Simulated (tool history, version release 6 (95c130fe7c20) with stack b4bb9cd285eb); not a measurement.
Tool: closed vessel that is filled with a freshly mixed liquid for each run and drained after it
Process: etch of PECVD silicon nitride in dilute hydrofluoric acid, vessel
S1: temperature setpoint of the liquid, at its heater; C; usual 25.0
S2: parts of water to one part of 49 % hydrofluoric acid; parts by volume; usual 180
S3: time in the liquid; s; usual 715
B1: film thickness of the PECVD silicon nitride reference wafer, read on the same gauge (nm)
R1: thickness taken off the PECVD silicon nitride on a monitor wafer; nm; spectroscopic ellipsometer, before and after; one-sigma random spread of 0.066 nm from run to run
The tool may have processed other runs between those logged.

run 1 hour=0.0 | S1=26.5 S2=180 S3=715 | B1=110.03 | R1=12.56
run 2 hour=6.7 | S1=25.0 S2=180 S3=715 | B1=109.99 | R1=11.26
run 3 hour=14.4 | S1=25.0 S2=180 S3=715 | B1=109.99 | R1=11.38
run 4 hour=25.8 | S1=25.0 S2=180 S3=715 | B1=109.99 | R1=11.31
run 5 hour=38.8 | S1=25.0 S2=180 S3=715 | B1=110.00 | R1=11.42
run 6 hour=55.4 | S1=25.0 S2=180 S3=715 | B1=110.02 | R1=11.40
run 7 hour=69.9 | S1=25.0 S2=180 S3=715 | B1=110.02 | R1=11.37
-- hour=75.8 thermometer replaced
run 8 hour=84.4 | S1=25.0 S2=180 S3=715 | B1=110.01 | R1=9.57
run 9 hour=99.0 | S1=25.0 S2=180 S3=715 | B1=110.01 | R1=9.65
run 10 hour=107.0 | S1=25.0 S2=180 S3=715 | B1=110.00 | R1=9.62
run 11 hour=117.8 | S1=23.0 S2=180 S3=715 | B1=109.95 | R1=8.53
run 12 hour=124.7 | S1=23.0 S2=180 S3=715 | B1=109.97 | R1=8.51
-- hour=135.3 gauge calibrated
run 13 hour=139.2 | S1=22.5 S2=150 S3=895 | B1=109.96 | R1=12.34
run 14 hour=149.3 | S1=25.0 S2=225 S3=715 | B1=109.98 | R1=7.83
run 15 hour=161.5 | S1=25.0 S2=180 S3=715 | B1=110.00 | R1=9.67
run 16 hour=177.5 | S1=21.5 S2=180 S3=715 | B1=110.02 | R1=7.71
-- hour=180.7 hydrofluoric acid flow meter replaced
run 17 hour=185.1 | S1=25.0 S2=180 S3=715 | B1=109.95 | R1=9.67
run 18 hour=194.0 | S1=20.5 S2=245 S3=1050 | B1=110.02 | R1=7.95
run 19 hour=201.9 | S1=23.0 S2=180 S3=345 | B1=109.99 | R1=4.11
run 20 hour=213.4 | S1=22.0 S2=150 S3=715 | B1=109.99 | R1=9.68
run 21 hour=224.8 | S1=25.0 S2=205 S3=330 | B1=110.00 | R1=3.95
run 22 hour=235.1 | S1=25.0 S2=180 S3=715 | B1=109.97 | R1=9.72
run 23 hour=251.4 | S1=25.0 S2=180 S3=715 | B1=110.01 | R1=9.79
run 24 hour=265.6 | S1=25.0 S2=225 S3=715 | B1=110.00 | R1=7.75
run 25 hour=297.8 | S1=25.0 S2=180 S3=350 | B1=110.03 | R1=4.80
run 26 hour=307.6 | S1=27.5 S2=90 S3=1125 | B1=110.01 | R1=35.99
run 27 hour=321.6 | S1=25.0 S2=240 S3=715 | B1=110.01 | R1=7.31
run 28 hour=357.1 | S1=28.0 S2=115 S3=855 | B1=109.99 | R1=22.12
run 29 hour=368.0 | S1=25.0 S2=145 S3=1030 | B1=109.98 | R1=17.66
run 30 hour=375.0 | S1=25.0 S2=180 S3=715 | B1=109.98 | R1=9.81
run 31 hour=390.7 | S1=25.0 S2=250 S3=440 | B1=110.00 | R1=4.37
run 32 hour=407.4 | S1=21.0 S2=180 S3=935 | B1=109.96 | R1=9.91
run 33 hour=422.2 | S1=25.0 S2=225 S3=715 | B1=110.03 | R1=7.93

What if the next run were any one of these 3? Each begins from the tool's condition after run 33:
run A hour=423.0 | S1=25.0 S2=180 S3=1015 | B1=? | R1=?
run B hour=423.0 | S1=25.0 S2=100 S3=1120 | B1=? | R1=?
run C hour=423.0 | S1=25.0 S2=225 S3=1120 | B1=? | R1=?

run=A B1=109.98 R1=14.02
run=B B1=109.98 R1=27.75
run=C B1=109.98 R1=12.39
Without the tool's unlogged condition, the same runs would have read:
run=A R1=13.72
run=B R1=27.13
run=C R1=12.12
